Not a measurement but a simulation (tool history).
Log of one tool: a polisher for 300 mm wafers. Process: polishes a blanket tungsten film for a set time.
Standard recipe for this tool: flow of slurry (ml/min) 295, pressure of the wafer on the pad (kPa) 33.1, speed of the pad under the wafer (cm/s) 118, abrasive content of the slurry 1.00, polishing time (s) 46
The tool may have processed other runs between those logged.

run	hour	flow of slurry (ml/min)	pressure of the wafer on the pad (kPa)	speed of the pad under the wafer (cm/s)	abrasive content of the slurry	polishing time (s)	wafers since the last listed run	wafers polished on this pad	hours since the slurry nozzle was cleaned	hours since the head pressure was calibrated	hours since the slurry blender was calibrated	hours since the slurry got fresh peroxide	incoming thickness of the incoming film, nm	film removed (angstrom)
1	0.0	295	33.1	118	1.20	46	0	1017	267.4	1136.8	16.5	95.1	1361.9	3520
2	29.7	295	26.9	118	1.00	46	312	1330	297.1	1166.5	46.2	124.8	1355.2	2901
# hour 46.9: slurry tank refilled with fresh slurry and peroxide
# hour 61.3: worn pad replaced by a new one
3	63.6	295	26.9	118	1.00	46	304	23	331.0	1200.4	80.1	16.7	1367.2	3092
4	83.6	295	29.6	118	1.00	46	210	234	351.0	1220.4	100.1	36.7	1390.2	3172
5	117.3	295	33.1	118	1.00	46	354	589	384.7	1254.1	133.8	70.4	1388.5	3328
6	134.4	295	33.1	118	1.15	46	180	769	401.8	1271.2	150.9	87.5	1357.6	3460
# hour 136.5: slurry blender recalibrated
7	158.5	295	33.1	118	1.00	46	232	1002	425.9	1295.3	22.0	111.6	1370.1	3217
8	180.4	295	33.1	118	1.00	46	230	1232	447.8	1317.2	43.9	133.5	1349.7	3192
# hour 192.1: slurry tank refilled with fresh slurry and peroxide
# hour 197.2: worn pad replaced by a new one
# hour 210.9: head pressure recalibrated
9	259.1	295	33.1	118	0.80	46	755	630	526.5	48.2	122.6	67.0	1395.9	3091
# hour 269.2: slurry blender recalibrated
# hour 273.7: slurry nozzle cleaned
10	281.3	295	33.1	118	0.80	46	202	833	7.6	70.4	12.1	89.2	1383.9	3027
11	302.4	295	33.1	118	1.00	46	222	1055	28.7	91.5	33.2	110.3	1352.1	3265
# hour 325.4: slurry tank refilled with fresh slurry and peroxide
12	327.3	295	33.1	118	1.00	46	251	1306	53.6	116.4	58.1	1.9	1376.8	3587
# hour 346.1: worn pad replaced by a new one
13	346.6	295	33.1	118	1.00	46	161	4	72.9	135.7	77.4	21.2	1359.7	3378
14	380.7	295	33.1	118	1.00	46	359	364	107.0	169.8	111.5	55.3	1384.7	3429
15	396.9	295	33.1	118	1.00	46	170	534	123.2	186.0	127.7	71.5	1378.9	3318
# hour 401.0: slurry blender recalibrated
16	425.5	295	33.1	138	0.85	46	280	814	151.8	214.6	24.5	100.1	1369.8	3428
17	442.7	215	33.1	130	1.00	46	181	996	169.0	231.8	41.7	117.3	1348.5	3367
# hour 453.3: slurry tank refilled with fresh slurry and peroxide
# hour 475.1: worn pad replaced by a new one
18	475.4	295	33.1	118	1.10	46	291	3	201.7	264.5	74.4	22.1	1355.8	3573
19	509.6	390	33.1	96	1.10	46	360	363	235.9	298.7	108.6	56.3	1382.1	3048
# hour 532.8: slurry blender recalibrated
20	539.9	395	33.1	118	1.00	37	298	661	266.2	329.0	7.1	86.6	1365.1	2724
21	554.4	200	33.1	86	0.70	33	152	814	280.7	343.5	21.6	101.1	1366.0	1638
22	574.0	210	22.8	86	1.20	46	206	1020	300.3	363.1	41.2	120.7	1351.1	2281
# hour 579.1: slurry tank refilled with fresh slurry and peroxide
23	590.0	190	33.1	118	1.00	33	157	1178	316.3	379.1	57.2	10.9	1354.8	2428
24	615.8	295	25.5	106	1.00	46	271	1450	342.1	404.9	83.0	36.7	1363.6	2691
# hour 625.9: worn pad replaced by a new one
25	629.5	295	33.1	118	1.20	59	102	38	355.8	418.6	96.7	50.4	1367.6	4652
26	662.6	295	33.1	118	1.00	46	348	386	388.9	451.7	129.8	83.5	1353.3	3202
# hour 690.9: slurry blender recalibrated
27	692.4	295	44.8	118	1.30	39	292	679	418.7	481.5	1.5	113.3	1379.7	3664

What the log doesn't show, run by run:
removal rate lost through wear of the pad, %: 0, the same for each run
slurry flow missing at the pad, %: 0, the same for each run
deviation of the head's pressure from its setpoint, %: 0, the same for each run
abrasive missing from the slurry, %: 0, the same for each run
H1: peroxide lost from the slurry, %
run	H1
1	20.1
2	21.6
3	7.03
4	12.5
5	17.8
6	19.4
7	20.8
8	21.6
9	18.8
10	20.9
11	22.2
12	1.33
13	8.52
14	15.9
15	18
16	20.3
17	21.1
18	8.57
19	15.8
20	19.1
21	20.1
22	21
23	6.27
24	13.7
25	16.4
26	20.3
27	22.1
